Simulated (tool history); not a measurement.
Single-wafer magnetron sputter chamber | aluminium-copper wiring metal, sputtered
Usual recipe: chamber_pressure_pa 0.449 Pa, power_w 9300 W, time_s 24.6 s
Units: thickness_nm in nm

run	day	chamber_pressure_pa	power_w	time_s	read-back reference wafer on the same gauge, thickness_nm	thickness_nm
1	0.000	0.449	9300	24.6	355.509	380.640
2	2.062	0.321	9300	28.3	355.401	467.070
# day 3.208: sputter target and shields replaced
3	3.688	0.321	9300	28.3	354.701	467.175
4	7.254	0.449	9300	24.6	354.612	379.680
5	10.075	0.449	9300	24.6	354.545	384.345
6	13.892	0.449	9300	24.6	354.539	382.198
# day 14.317: gauge calibrated
7	15.912	0.449	9300	24.6	355.139	383.432
8	19.288	0.564	9300	24.6	354.489	362.070
# day 20.058: sputter target and shields replaced
9	22.058	0.564	9300	24.6	355.016	364.418
10	26.450	0.564	9300	24.6	354.810	361.384
11	29.362	0.449	9300	24.6	355.058	380.208
12	30.925	0.449	9300	24.6	354.855	383.345
# day 34.392: sputter target and shields replaced
# day 34.562: capacitance manometer re-zeroed and calibrated
13	35.212	0.449	9300	24.6	354.828	382.574
14	39.062	0.567	8050	24.6	354.739	322.761
15	43.404	0.449	9300	24.6	354.799	381.328
16	46.658	0.615	7700	27.3	354.633	339.173
# day 49.179: magnet pack replaced
# day 49.321: sputter target and shields replaced
17	49.342	0.563	7100	21.2	354.118	253.791
18	51.679	0.347	7300	26.0	355.288	351.008
19	53.454	0.601	10200	24.6	355.061	379.613
20	57.117	0.626	10150	24.6	355.270	376.690
# day 58.158: gauge calibrated
21	59.358	0.449	9300	24.6	354.595	379.028
# day 62.958: sputter target and shields replaced
22	63.554	0.321	9300	28.3	354.435	469.426
23	65.900	0.382	10500	22.8	354.580	400.216
24	68.538	0.449	10050	24.6	355.121	408.055
25	72.546	0.589	9300	24.6	354.575	359.250
26	76.396	0.368	10500	28.4	355.406	507.868

Each row is a separate what-if for the run after 26, all from the same tool condition, not one after another. Results?
A	76.412	0.449	9300	24.6	?	?
B	76.412	0.402	9300	23.4	?	?
C	76.412	0.619	9300	24.6	?	?
D	76.412	0.335	9300	29.2	?	?

run	read-back reference wafer on the same gauge, thickness_nm	thickness_nm
A	355.161	381.280
B	355.161	370.996
C	355.161	351.852
D	355.161	478.322
The same runs, with their run-to-run variation unchanged, on a tool lacking any hidden condition would have given:
run	thickness_nm
A	381.280
B	370.996
C	351.852
D	478.322
